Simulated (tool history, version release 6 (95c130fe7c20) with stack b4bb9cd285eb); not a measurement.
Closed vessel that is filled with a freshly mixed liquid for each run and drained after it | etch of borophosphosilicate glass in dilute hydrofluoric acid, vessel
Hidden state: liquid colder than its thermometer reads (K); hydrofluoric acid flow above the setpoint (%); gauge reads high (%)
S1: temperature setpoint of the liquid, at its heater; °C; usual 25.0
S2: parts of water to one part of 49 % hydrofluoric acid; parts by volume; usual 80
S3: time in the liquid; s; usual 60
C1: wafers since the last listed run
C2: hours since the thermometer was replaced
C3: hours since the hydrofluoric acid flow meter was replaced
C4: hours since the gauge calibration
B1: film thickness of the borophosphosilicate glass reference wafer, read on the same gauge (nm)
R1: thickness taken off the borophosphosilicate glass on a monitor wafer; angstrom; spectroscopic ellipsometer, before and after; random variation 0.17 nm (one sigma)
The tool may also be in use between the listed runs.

run,hour,S1,S2,S3,C1,C2,C3,C4,B1,R1
1,0.0,25.0,80,60,0,2759.0,227.2,2137.3,90.00,461.9
2,105.5,25.0,80,60,12420,2864.5,332.7,2242.8,90.01,464.0
3,160.4,25.0,80,60,6463,2919.4,387.6,2297.7,90.03,464.0
# hour 205.4: thermometer replaced
4,285.3,25.0,80,60,14586,79.9,512.5,2422.6,90.00,477.3
5,422.7,25.0,80,60,16176,217.3,649.9,2560.0,90.01,475.6
6,506.8,25.0,50,60,9901,301.4,734.0,2644.1,89.98,797.1
7,583.9,25.0,95,60,9077,378.5,811.1,2721.2,90.01,393.8
# hour 597.4: hydrofluoric acid flow meter replaced
# hour 669.9: gauge calibrated
8,681.3,25.0,95,60,11349,475.9,83.9,11.4,89.99,387.8
9,755.2,25.0,45,45,8700,549.8,157.8,85.3,90.01,653.8
10,851.0,25.0,80,60,11278,645.6,253.6,181.1,90.01,472.0
11,941.5,25.0,80,75,10654,736.1,344.1,271.6,89.99,591.0
12,1031.6,29.5,110,75,10607,826.2,434.2,361.7,89.98,494.8
13,1117.5,25.0,80,60,10113,912.1,520.1,447.6,90.01,475.4
14,1176.2,25.0,80,60,6910,970.8,578.8,506.3,89.99,475.0
# hour 1245.1: hydrofluoric acid flow meter replaced
15,1284.2,25.0,60,60,12597,1078.8,39.1,614.3,90.02,638.0
16,1346.4,28.0,60,30,7322,1141.0,101.3,676.5,90.02,360.2
17,1416.9,25.0,80,60,8300,1211.5,171.8,747.0,90.04,468.3
18,1485.6,27.5,80,60,8088,1280.2,240.5,815.7,89.97,514.8
19,1614.9,21.5,40,60,15222,1409.5,369.8,945.0,90.01,854.9
20,1683.0,25.0,80,60,8017,1477.6,437.9,1013.1,89.99,472.3
21,1931.3,29.0,110,60,29232,1725.9,686.2,1261.4,90.01,387.2
# hour 1956.4: hydrofluoric acid flow meter replaced
22,1996.3,29.5,110,60,7534,1790.9,39.9,1326.4,90.01,387.9
23,2063.9,25.0,70,60,7958,1858.5,107.5,1394.0,90.00,538.5
24,2160.9,21.0,100,30,11419,1955.5,204.5,1491.0,90.01,154.6
25,2244.3,22.5,80,60,9818,2038.9,287.9,1574.4,89.99,421.3
26,2307.5,25.0,80,75,7440,2102.1,351.1,1637.6,90.01,580.5
27,2348.9,29.0,105,40,4874,2143.5,392.5,1679.0,89.97,269.6
28,2397.2,29.5,100,45,5686,2191.8,440.8,1727.3,90.00,326.0
29,2462.4,25.0,80,35,7676,2257.0,506.0,1792.5,89.99,272.7
30,2532.8,27.0,60,85,8288,2327.4,576.4,1862.9,90.02,982.6

Hidden state at the last listed run before each entry between runs and at the first one after, where it differs:
Between runs 3 and 4: thermometer replaced (hour 205.4)
  liquid colder than its thermometer reads (K): 0.639 -> 0.0172; hydrofluoric acid flow above the setpoint (%): 0.857 -> 1.11
  measured less the result without the state, R1: -7.5 -> +5.4 angstrom
Between runs 7 and 8: hydrofluoric acid flow meter replaced (hour 597.4); gauge calibrated (hour 669.9)
  liquid colder than its thermometer reads (K): 0.0789 -> 0.099; hydrofluoric acid flow above the setpoint (%): 1.71 -> 0.221
  measured less the result without the state, R1: +6.2 -> -0.6 angstrom
Between runs 14 and 15: hydrofluoric acid flow meter replaced (hour 1245.1)
  liquid colder than its thermometer reads (K): 0.201 -> 0.224; hydrofluoric acid flow above the setpoint (%): 1.22 -> 0.123
  measured less the result without the state, R1: +2.5 -> -4.9 angstrom
Between runs 21 and 22: hydrofluoric acid flow meter replaced (hour 1956.4)
  liquid colder than its thermometer reads (K): 0.357 -> 0.371; hydrofluoric acid flow above the setpoint (%): 1.43 -> 0.261
  measured less the result without the state, R1: +1.1 -> -4.2 angstrom

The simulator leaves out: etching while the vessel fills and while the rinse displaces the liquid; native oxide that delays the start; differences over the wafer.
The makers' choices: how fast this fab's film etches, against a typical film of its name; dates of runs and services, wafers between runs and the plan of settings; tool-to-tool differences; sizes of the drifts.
